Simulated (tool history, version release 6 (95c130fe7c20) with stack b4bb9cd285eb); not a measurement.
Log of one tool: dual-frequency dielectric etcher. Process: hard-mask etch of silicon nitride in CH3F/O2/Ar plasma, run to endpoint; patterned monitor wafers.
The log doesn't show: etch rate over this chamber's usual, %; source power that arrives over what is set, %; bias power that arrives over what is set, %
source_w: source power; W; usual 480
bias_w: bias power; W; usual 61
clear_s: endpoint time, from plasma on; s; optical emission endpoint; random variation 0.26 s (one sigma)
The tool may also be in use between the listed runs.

run   hour  source_w  bias_w  wafers since the last listed run  hours since the last wet clean  hours since the last source power generator calibration  hours since the last bias power generator calibration  hours since the last upper electrode change  incoming incoming film thickness, nm  clear_s
  1      0       520      71                                 0                           324.7                                                   1732.7                                                 3875.5                                       4543.9                                 31.23     38.9
  2   15.1       520      71                               218                           339.8                                                   1747.8                                                 3890.6                                         4559                                 31.54     39.4
  3   25.8       520      71                               154                           350.5                                                   1758.5                                                 3901.3                                       4569.7                                 31.46     39.2
  4   43.3       480      61                               252                             368                                                     1776                                                 3918.8                                       4587.2                                 31.26       43
  5   54.4       520      51                               160                           379.1                                                   1787.1                                                 3929.9                                       4598.3                                 30.79     43.4
  6   71.9       520      51                               252                           396.6                                                   1804.6                                                 3947.4                                       4615.8                                 31.51     43.9
  7   95.9       520      51                               346                           420.6                                                   1828.6                                                 3971.4                                       4639.8                                 31.15       44
  8  103.4       480      58                               108                           428.1                                                   1836.1                                                 3978.9                                       4647.3                                 31.34     43.7
  9  115.9       480      58                               180                           440.6                                                   1848.6                                                 3991.4                                       4659.8                                 31.66     44.1
 10  122.5       480      61                                95                           447.2                                                   1855.2                                                   3998                                       4666.4                                 31.42       43
 11  130.6       480      61                               116                           455.3                                                   1863.3                                                 4006.1                                       4674.5                                 31.57       43
 12  145.2       480      61                               210                           469.9                                                   1877.9                                                 4020.7                                       4689.1                                 31.49     42.8
     154.6  -- bias power generator calibrated
 13  156.1       520      53                                99                           480.8                                                   1888.8                                                    1.5                                         4700                                 31.44     43.5
 14  169.2       520      53                               189                           493.9                                                   1901.9                                                   14.6                                       4713.1                                  31.4     42.9
 15  176.8       520      53                               109                           501.5                                                   1909.5                                                   22.2                                       4720.7                                 31.34     43.1
 16  188.2       530      61                               164                           512.9                                                   1920.9                                                   33.6                                       4732.1                                 31.64     41.2
 17  201.3       480      61                               189                             526                                                     1934                                                   46.7                                       4745.2                                 31.35     42.1
 18  208.9       390      71                               109                           533.6                                                   1941.6                                                   54.3                                       4752.8                                 30.94     43.2
 19  223.3       390      61                               207                             548                                                     1956                                                   68.7                                       4767.2                                 31.19     46.9
 20  234.5       540      68                               161                           559.2                                                   1967.2                                                   79.9                                       4778.4                                 31.28     38.2
 21  243.4       450      55                               128                           568.1                                                   1976.1                                                   88.8                                       4787.3                                 31.15     44.6
     271.4  -- wet clean of the chamber
     283.2  -- upper electrode replaced
 22  283.7       480      61                                65                            12.3                                                   2016.4                                                  129.1                                          0.5                                 31.05     43.8
 23    284       590      74                                 4                            12.6                                                   2016.7                                                  129.4                                          0.8                                 31.43     37.4
 24  284.3       590      68                                 4                            12.9                                                     2017                                                  129.7                                          1.1                                 31.42     38.4
 25    294       480      61                               140                            22.6                                                   2026.7                                                  139.4                                         10.8                                 31.02     43.7
 26  307.7       430      61                               197                            36.3                                                   2040.4                                                  153.1                                         24.5                                  31.1     46.2
     323.6  -- source power generator calibrated
 27  347.9       560      69                               522                            76.5                                                     24.3                                                  193.3                                         64.7                                 31.28     39.1
 28    364       430      73                               232                            92.6                                                     40.4                                                  209.4                                         80.8                                 31.37     43.6
 29    371       570      46                               101                            99.6                                                     47.4                                                  216.4                                         87.8                                  31.3     44.9
 30  379.5       560      61                               122                           108.1                                                     55.9                                                  224.9                                         96.3                                 31.05     40.2
 31    392       540      68                               180                           120.6                                                     68.4                                                  237.4                                        108.8                                 31.21     39.2
 32  421.1       480      58                               420                           149.7                                                     97.5                                                  266.5                                        137.9                                 31.62     44.6
 33  427.5       370      70                                92                           156.1                                                    103.9                                                  272.9                                        144.3                                 31.32     46.8
 34  436.3       520      52                               127                           164.9                                                    112.7                                                  281.7                                        153.1                                 31.36     44.7

Some steps in clear_s between neighbouring runs. How much of each would the tool show without its hidden state too (settings, what came in, random variation), and how much is left for the hidden state, with any gauge scatter that isn't in both results?
Run 19 -> 20: source_w 390 -> 540, bias_w 61 -> 68. clear_s -8.7 s: hidden state +0.4, all else -9.1.
Run 20 -> 21: source_w 540 -> 450, bias_w 68 -> 55. clear_s +6.4 s: hidden state -0.4, all else +6.8.
Run 21 -> 22: source_w 450 -> 480, bias_w 55 -> 61, wet clean of the chamber, upper electrode replaced. clear_s -0.8 s: hidden state +2, all else -2.8.
Run 26 -> 27: source_w 430 -> 560, bias_w 61 -> 69, source power generator calibrated. clear_s -7.1 s: hidden state -0.2, all else -6.9.

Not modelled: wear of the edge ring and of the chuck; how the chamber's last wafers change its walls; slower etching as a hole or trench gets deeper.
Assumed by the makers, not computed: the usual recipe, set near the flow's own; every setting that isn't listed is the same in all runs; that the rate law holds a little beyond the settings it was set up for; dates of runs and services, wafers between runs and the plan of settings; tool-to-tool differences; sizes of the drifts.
